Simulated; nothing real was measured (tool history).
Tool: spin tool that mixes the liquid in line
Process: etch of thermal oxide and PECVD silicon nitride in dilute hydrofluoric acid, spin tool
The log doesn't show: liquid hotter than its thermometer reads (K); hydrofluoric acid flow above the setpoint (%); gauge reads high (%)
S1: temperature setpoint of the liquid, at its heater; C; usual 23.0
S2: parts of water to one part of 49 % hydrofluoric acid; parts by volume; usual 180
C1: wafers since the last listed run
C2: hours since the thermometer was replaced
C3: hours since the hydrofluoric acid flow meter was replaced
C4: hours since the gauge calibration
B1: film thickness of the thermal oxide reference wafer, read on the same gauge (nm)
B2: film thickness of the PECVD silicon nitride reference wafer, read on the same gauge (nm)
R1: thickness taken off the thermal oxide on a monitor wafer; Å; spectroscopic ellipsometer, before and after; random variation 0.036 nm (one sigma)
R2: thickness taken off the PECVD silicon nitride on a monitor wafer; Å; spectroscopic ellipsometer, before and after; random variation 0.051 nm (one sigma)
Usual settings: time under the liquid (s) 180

run 1 hour=0.0 | S1=23.0 S2=180 time_under_the_liquid_(s)=180 | C1=0 C2=658.2 C3=1801.1 C4=402.6 | B1=89.993 B2=90.06 | R1=44.31 R2=60.9
run 2 hour=23.0 | S1=23.0 S2=180 time_under_the_liquid_(s)=180 | C1=138 C2=681.2 C3=1824.1 C4=425.6 | B1=89.997 B2=89.95 | R1=44.89 R2=59.4
run 3 hour=54.3 | S1=23.0 S2=180 time_under_the_liquid_(s)=180 | C1=188 C2=712.5 C3=1855.4 C4=456.9 | B1=89.959 B2=89.97 | R1=44.60 R2=61.0
run 4 hour=81.3 | S1=23.0 S2=180 time_under_the_liquid_(s)=180 | C1=162 C2=739.5 C3=1882.4 C4=483.9 | B1=89.966 B2=89.99 | R1=44.86 R2=60.3
run 5 hour=103.8 | S1=23.0 S2=180 time_under_the_liquid_(s)=180 | C1=135 C2=762.0 C3=1904.9 C4=506.4 | B1=90.008 B2=90.00 | R1=45.16 R2=60.2
run 6 hour=130.4 | S1=23.0 S2=180 time_under_the_liquid_(s)=115 | C1=160 C2=788.6 C3=1931.5 C4=533.0 | B1=89.964 B2=89.95 | R1=28.97 R2=39.1
-- hour=131.5 hydrofluoric acid flow meter replaced
run 7 hour=163.9 | S1=23.0 S2=180 time_under_the_liquid_(s)=115 | C1=195 C2=822.1 C3=32.4 C4=566.5 | B1=89.970 B2=89.97 | R1=25.89 R2=35.8
run 8 hour=189.2 | S1=23.0 S2=180 time_under_the_liquid_(s)=115 | C1=152 C2=847.4 C3=57.7 C4=591.8 | B1=89.997 B2=89.98 | R1=25.64 R2=35.8
-- hour=201.0 gauge calibrated
run 9 hour=205.2 | S1=23.0 S2=180 time_under_the_liquid_(s)=260 | C1=96 C2=863.4 C3=73.7 C4=4.2 | B1=89.985 B2=90.02 | R1=59.37 R2=80.8
-- hour=225.4 thermometer replaced
run 10 hour=237.0 | S1=18.5 S2=265 time_under_the_liquid_(s)=80 | C1=185 C2=11.6 C3=105.5 C4=36.0 | B1=89.934 B2=90.00 | R1=9.59 R2=12.8
run 11 hour=250.2 | S1=27.5 S2=110 time_under_the_liquid_(s)=180 | C1=79 C2=24.8 C3=118.7 C4=49.2 | B1=90.055 B2=89.96 | R1=87.97 R2=123.6
run 12 hour=271.9 | S1=23.0 S2=180 time_under_the_liquid_(s)=180 | C1=130 C2=46.5 C3=140.4 C4=70.9 | B1=90.012 B2=90.04 | R1=41.40 R2=56.0
run 13 hour=307.8 | S1=21.5 S2=180 time_under_the_liquid_(s)=120 | C1=216 C2=82.4 C3=176.3 C4=106.8 | B1=90.031 B2=90.05 | R1=26.14 R2=33.8
run 14 hour=334.6 | S1=25.0 S2=215 time_under_the_liquid_(s)=285 | C1=161 C2=109.2 C3=203.1 C4=133.6 | B1=89.981 B2=90.02 | R1=57.00 R2=86.2
run 15 hour=370.2 | S1=21.5 S2=180 time_under_the_liquid_(s)=75 | C1=214 C2=144.8 C3=238.7 C4=169.2 | B1=89.996 B2=89.96 | R1=16.42 R2=21.4
run 16 hour=385.4 | S1=23.0 S2=180 time_under_the_liquid_(s)=130 | C1=91 C2=160.0 C3=253.9 C4=184.4 | B1=89.996 B2=90.04 | R1=29.94 R2=39.9
run 17 hour=410.0 | S1=23.0 S2=180 time_under_the_liquid_(s)=270 | C1=148 C2=184.6 C3=278.5 C4=209.0 | B1=89.980 B2=90.01 | R1=62.47 R2=85.8
run 18 hour=427.8 | S1=23.0 S2=205 time_under_the_liquid_(s)=255 | C1=107 C2=202.4 C3=296.3 C4=226.8 | B1=90.055 B2=90.00 | R1=50.33 R2=69.4
run 19 hour=457.9 | S1=19.5 S2=150 time_under_the_liquid_(s)=90 | C1=181 C2=232.5 C3=326.4 C4=256.9 | B1=90.039 B2=89.97 | R1=22.12 R2=26.8
run 20 hour=473.4 | S1=23.0 S2=180 time_under_the_liquid_(s)=180 | C1=93 C2=248.0 C3=341.9 C4=272.4 | B1=90.060 B2=90.05 | R1=41.98 R2=57.7
run 21 hour=492.8 | S1=23.0 S2=180 time_under_the_liquid_(s)=225 | C1=116 C2=267.4 C3=361.3 C4=291.8 | B1=90.048 B2=89.96 | R1=51.90 R2=70.5
run 22 hour=514.5 | S1=23.0 S2=180 time_under_the_liquid_(s)=255 | C1=130 C2=289.1 C3=383.0 C4=313.5 | B1=90.029 B2=90.06 | R1=58.66 R2=80.0
run 23 hour=546.9 | S1=25.5 S2=215 time_under_the_liquid_(s)=180 | C1=195 C2=321.5 C3=415.4 C4=345.9 | B1=89.975 B2=90.01 | R1=36.62 R2=55.6
run 24 hour=582.8 | S1=23.0 S2=180 time_under_the_liquid_(s)=180 | C1=216 C2=357.4 C3=451.3 C4=381.8 | B1=90.043 B2=90.01 | R1=41.60 R2=57.6
run 25 hour=613.4 | S1=19.0 S2=125 time_under_the_liquid_(s)=255 | C1=184 C2=388.0 C3=481.9 C4=412.4 | B1=90.047 B2=90.00 | R1=77.19 R2=88.2
run 26 hour=631.9 | S1=23.0 S2=245 time_under_the_liquid_(s)=75 | C1=111 C2=406.5 C3=500.4 C4=430.9 | B1=89.991 B2=89.98 | R1=11.81 R2=17.5
run 27 hour=647.3 | S1=23.0 S2=180 time_under_the_liquid_(s)=180 | C1=92 C2=421.9 C3=515.8 C4=446.3 | B1=90.054 B2=90.04 | R1=42.62 R2=57.4

Hidden state or all else? Some run-to-run changes of R1, split into what the settings, what came in and random variation would give without the hidden state, and what is left for the hidden state (with any gauge scatter that isn't in both results):
Run 10 -> 11: S1 18.5 -> 27.5, S2 265 -> 110, time under the liquid (s) 80 -> 180. R1 +78.38 Å: hidden state +2.83, all else +75.55.
Run 25 -> 26: S1 19.0 -> 23.0, S2 125 -> 245, time under the liquid (s) 255 -> 75. R1 -65.38 Å: hidden state -3.60, all else -61.78.
